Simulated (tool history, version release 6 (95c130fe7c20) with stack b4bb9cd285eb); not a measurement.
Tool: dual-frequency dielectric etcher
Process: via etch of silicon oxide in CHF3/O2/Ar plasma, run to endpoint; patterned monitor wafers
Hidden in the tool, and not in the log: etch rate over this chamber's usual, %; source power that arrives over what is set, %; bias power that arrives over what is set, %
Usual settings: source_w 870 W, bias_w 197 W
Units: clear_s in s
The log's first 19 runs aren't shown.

| run | day | source_w | bias_w | wafers since the last listed run | hours since the last wet clean | hours since the last source power generator calibration | hours since the last bias power generator calibration | hours since the last upper electrode change | incoming incoming film thickness, nm | clear_s |
|---|---|---|---|---|---|---|---|---|---|---|
| 20 | 19.729 | 870 | 156 | 123 | 274.0 | 119.1 | 102.6 | 157.6 | 651.3 | 326.0 |
| 21 | 20.392 | 870 | 197 | 61 | 289.9 | 135.0 | 118.5 | 173.5 | 646.5 | 259.0 |
| 22 | 20.908 | 930 | 197 | 48 | 302.3 | 147.4 | 130.9 | 185.9 | 649.8 | 258.0 |
| 23 | 21.858 | 1000 | 215 | 88 | 325.1 | 170.2 | 153.7 | 208.7 | 649.2 | 237.0 |
|  | 22.888 | wet clean of the chamber |
| 24 | 22.908 | 720 | 246 | 4 | 0.5 | 195.4 | 178.9 | 233.9 | 649.2 | 244.6 |
| 25 | 23.375 | 710 | 154 | 43 | 11.7 | 206.6 | 190.1 | 245.1 | 645.0 | 356.3 |
| 26 | 24.425 | 1070 | 226 | 98 | 36.9 | 231.8 | 215.3 | 270.3 | 655.5 | 234.8 |
| 27 | 24.933 | 870 | 219 | 47 | 49.1 | 244.0 | 227.5 | 282.5 | 646.5 | 251.6 |
| 28 | 26.254 | 870 | 178 | 123 | 80.8 | 275.7 | 259.2 | 314.2 | 653.3 | 303.1 |
| 29 | 27.450 | 870 | 197 | 111 | 109.5 | 304.4 | 287.9 | 342.9 | 653.2 | 273.0 |
| 30 | 28.667 | 870 | 197 | 113 | 138.7 | 333.6 | 317.1 | 372.1 | 654.0 | 274.8 |

The next listed run, before its measurement:
| 31 | 29.500 | 1060 | 197 | 77 | 158.7 | 353.6 | 337.1 | 392.1 | 647.4 | ? |

{"run 31": {"clear_s": 256.0}}
Without the tool's hidden state the same run would have given clear_s 260.4 s.
